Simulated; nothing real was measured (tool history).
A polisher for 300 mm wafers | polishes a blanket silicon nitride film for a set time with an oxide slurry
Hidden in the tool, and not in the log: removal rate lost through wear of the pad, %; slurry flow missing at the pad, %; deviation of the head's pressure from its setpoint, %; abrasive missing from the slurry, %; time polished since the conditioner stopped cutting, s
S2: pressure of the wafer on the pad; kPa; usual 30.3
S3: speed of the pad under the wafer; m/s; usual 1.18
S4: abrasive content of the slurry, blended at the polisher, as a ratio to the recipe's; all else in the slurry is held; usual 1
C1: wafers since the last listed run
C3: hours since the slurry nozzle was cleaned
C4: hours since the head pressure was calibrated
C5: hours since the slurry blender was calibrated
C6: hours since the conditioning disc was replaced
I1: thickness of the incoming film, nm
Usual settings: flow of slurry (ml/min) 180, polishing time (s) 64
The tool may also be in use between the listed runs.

{"run": 1, "day": 0.0, "flow of slurry (ml/min)": 180, "S2": 30.3, "S3": 1.18, "S4": 1, "polishing time (s)": 64, "C1": 0, "wafers polished on this pad": 1206, "C3": 263.4, "C4": 796.3, "C5": 246.6, "C6": 61.5, "I1": 548.8, "film removed (angstrom)": 526}
{"day": 3.054, "done": "worn pad replaced by a new one"}
{"day": 3.321, "done": "slurry nozzle cleaned"}
{"day": 3.846, "done": "slurry blender recalibrated"}
{"run": 2, "day": 3.917, "flow of slurry (ml/min)": 180, "S2": 30.3, "S3": 1.18, "S4": 1, "polishing time (s)": 64, "C1": 701, "wafers polished on this pad": 142, "C3": 14.3, "C4": 890.3, "C5": 1.7, "C6": 155.5, "I1": 546.6, "film removed (angstrom)": 534}
{"day": 8.029, "done": "conditioning disc replaced and pad reconditioned"}
{"run": 3, "day": 8.05, "flow of slurry (ml/min)": 180, "S2": 30.3, "S3": 1.18, "S4": 1, "polishing time (s)": 64, "C1": 784, "wafers polished on this pad": 926, "C3": 113.5, "C4": 989.5, "C5": 100.9, "C6": 0.5, "I1": 545.3, "film removed (angstrom)": 535}
{"run": 4, "day": 10.388, "flow of slurry (ml/min)": 180, "S2": 30.3, "S3": 1.18, "S4": 1, "polishing time (s)": 64, "C1": 452, "wafers polished on this pad": 1379, "C3": 169.6, "C4": 1045.6, "C5": 157, "C6": 56.6, "I1": 532.9, "film removed (angstrom)": 531}
{"day": 11.654, "done": "worn pad replaced by a new one"}
{"run": 5, "day": 14.888, "flow of slurry (ml/min)": 180, "S2": 30.3, "S3": 1.18, "S4": 1, "polishing time (s)": 64, "C1": 839, "wafers polished on this pad": 626, "C3": 277.6, "C4": 1153.6, "C5": 265, "C6": 164.6, "I1": 540.7, "film removed (angstrom)": 542}
{"day": 17.708, "done": "slurry nozzle cleaned"}
{"run": 6, "day": 18.058, "flow of slurry (ml/min)": 160, "S2": 30.3, "S3": 1.18, "S4": 1, "polishing time (s)": 64, "C1": 605, "wafers polished on this pad": 1231, "C3": 8.4, "C4": 1229.7, "C5": 341.1, "C6": 240.7, "I1": 548.2, "film removed (angstrom)": 533}
{"day": 18.467, "done": "conditioning disc replaced and pad reconditioned"}
{"day": 19.946, "done": "worn pad replaced by a new one"}
{"day": 20.162, "done": "slurry blender recalibrated"}
{"run": 7, "day": 22.121, "flow of slurry (ml/min)": 150, "S2": 34.5, "S3": 1.18, "S4": 1, "polishing time (s)": 64, "C1": 722, "wafers polished on this pad": 405, "C3": 105.9, "C4": 1327.2, "C5": 47, "C6": 87.7, "I1": 544.5, "film removed (angstrom)": 585}
{"day": 24.104, "done": "head pressure recalibrated"}
{"run": 8, "day": 26.033, "flow of slurry (ml/min)": 150, "S2": 34.5, "S3": 1.18, "S4": 1, "polishing time (s)": 64, "C1": 741, "wafers polished on this pad": 1146, "C3": 199.8, "C4": 46.3, "C5": 140.9, "C6": 181.6, "I1": 531.2, "film removed (angstrom)": 535}
{"day": 27.142, "done": "conditioning disc replaced and pad reconditioned"}
{"run": 9, "day": 29.45, "flow of slurry (ml/min)": 180, "S2": 22.8, "S3": 1.34, "S4": 1, "polishing time (s)": 64, "C1": 645, "wafers polished on this pad": 1792, "C3": 281.8, "C4": 128.3, "C5": 222.9, "C6": 55.4, "I1": 538.8, "film removed (angstrom)": 472}
{"day": 30.908, "done": "worn pad replaced by a new one"}
{"run": 10, "day": 32.871, "flow of slurry (ml/min)": 180, "S2": 30.3, "S3": 1.6, "S4": 1, "polishing time (s)": 64, "C1": 630, "wafers polished on this pad": 380, "C3": 363.9, "C4": 210.4, "C5": 305, "C6": 137.5, "I1": 533.3, "film removed (angstrom)": 619}
{"day": 36.546, "done": "slurry nozzle cleaned"}
{"day": 36.562, "done": "slurry blender recalibrated"}
{"run": 11, "day": 36.583, "flow of slurry (ml/min)": 130, "S2": 24.1, "S3": 1.18, "S4": 1, "polishing time (s)": 84, "C1": 707, "wafers polished on this pad": 1088, "C3": 0.9, "C4": 299.5, "C5": 0.5, "C6": 226.6, "I1": 534.7, "film removed (angstrom)": 559}
{"day": 38.204, "done": "conditioning disc replaced and pad reconditioned"}
{"run": 12, "day": 38.225, "flow of slurry (ml/min)": 180, "S2": 21.4, "S3": 1.56, "S4": 0.8, "polishing time (s)": 51, "C1": 301, "wafers polished on this pad": 1389, "C3": 40.3, "C4": 338.9, "C5": 39.9, "C6": 0.5, "I1": 540.3, "film removed (angstrom)": 348}
{"day": 40.125, "done": "worn pad replaced by a new one"}
{"run": 13, "day": 40.146, "flow of slurry (ml/min)": 180, "S2": 30.3, "S3": 1.18, "S4": 1, "polishing time (s)": 44, "C1": 339, "wafers polished on this pad": 3, "C3": 86.4, "C4": 385, "C5": 86, "C6": 46.6, "I1": 539.6, "film removed (angstrom)": 355}
{"run": 14, "day": 42.238, "flow of slurry (ml/min)": 225, "S2": 22.1, "S3": 1.18, "S4": 1, "polishing time (s)": 64, "C1": 405, "wafers polished on this pad": 408, "C3": 136.6, "C4": 435.2, "C5": 136.2, "C6": 96.8, "I1": 536.1, "film removed (angstrom)": 446}
{"run": 15, "day": 44.525, "flow of slurry (ml/min)": 180, "S2": 30.3, "S3": 0.92, "S4": 1, "polishing time (s)": 70, "C1": 442, "wafers polished on this pad": 851, "C3": 191.5, "C4": 490.1, "C5": 191.1, "C6": 151.7, "I1": 533, "film removed (angstrom)": 491}
{"day": 48.375, "done": "worn pad replaced by a new one"}
{"day": 48.446, "done": "conditioning disc replaced and pad reconditioned"}
{"run": 16, "day": 48.467, "flow of slurry (ml/min)": 180, "S2": 30.3, "S3": 1.18, "S4": 1, "polishing time (s)": 64, "C1": 717, "wafers polished on this pad": 4, "C3": 286.1, "C4": 584.7, "C5": 285.7, "C6": 0.5, "I1": 542.9, "film removed (angstrom)": 523}

5 ways to go on from here, each from the tool as it stands after run 16. What would each give?
{"run": "A", "day": 48.483, "flow of slurry (ml/min)": 180, "S2": 30.3, "S3": 1.18, "S4": 1, "polishing time (s)": 64, "C1": 3, "wafers polished on this pad": 7, "C3": 286.5, "C4": 585.1, "C5": 286.1, "C6": 0.9, "I1": 533, "film removed (angstrom)": "?"}
{"run": "B", "day": 48.483, "flow of slurry (ml/min)": 225, "S2": 36.5, "S3": 0.82, "S4": 0.8, "polishing time (s)": 64, "C1": 3, "wafers polished on this pad": 7, "C3": 286.5, "C4": 585.1, "C5": 286.1, "C6": 0.9, "I1": 533, "film removed (angstrom)": "?"}
{"run": "C", "day": 48.483, "flow of slurry (ml/min)": 210, "S2": 30.3, "S3": 1.18, "S4": 1.15, "polishing time (s)": 80, "C1": 3, "wafers polished on this pad": 7, "C3": 286.5, "C4": 585.1, "C5": 286.1, "C6": 0.9, "I1": 533, "film removed (angstrom)": "?"}
{"run": "D", "day": 48.483, "flow of slurry (ml/min)": 220, "S2": 35.2, "S3": 1.36, "S4": 1.2, "polishing time (s)": 64, "C1": 3, "wafers polished on this pad": 7, "C3": 286.5, "C4": 585.1, "C5": 286.1, "C6": 0.9, "I1": 533, "film removed (angstrom)": "?"}
{"run": "E", "day": 48.483, "flow of slurry (ml/min)": 235, "S2": 30.3, "S3": 1.18, "S4": 1, "polishing time (s)": 64, "C1": 3, "wafers polished on this pad": 7, "C3": 286.5, "C4": 585.1, "C5": 286.1, "C6": 0.9, "I1": 533, "film removed (angstrom)": "?"}

run=A film_removed_(angstrom)=529
run=B film_removed_(angstrom)=434
run=C film_removed_(angstrom)=727
run=D film_removed_(angstrom)=716
run=E film_removed_(angstrom)=549
Without the tool's hidden state the same runs would have given:
run=A film_removed_(angstrom)=520
run=B film_removed_(angstrom)=427
run=C film_removed_(angstrom)=716
run=D film_removed_(angstrom)=705
run=E film_removed_(angstrom)=540
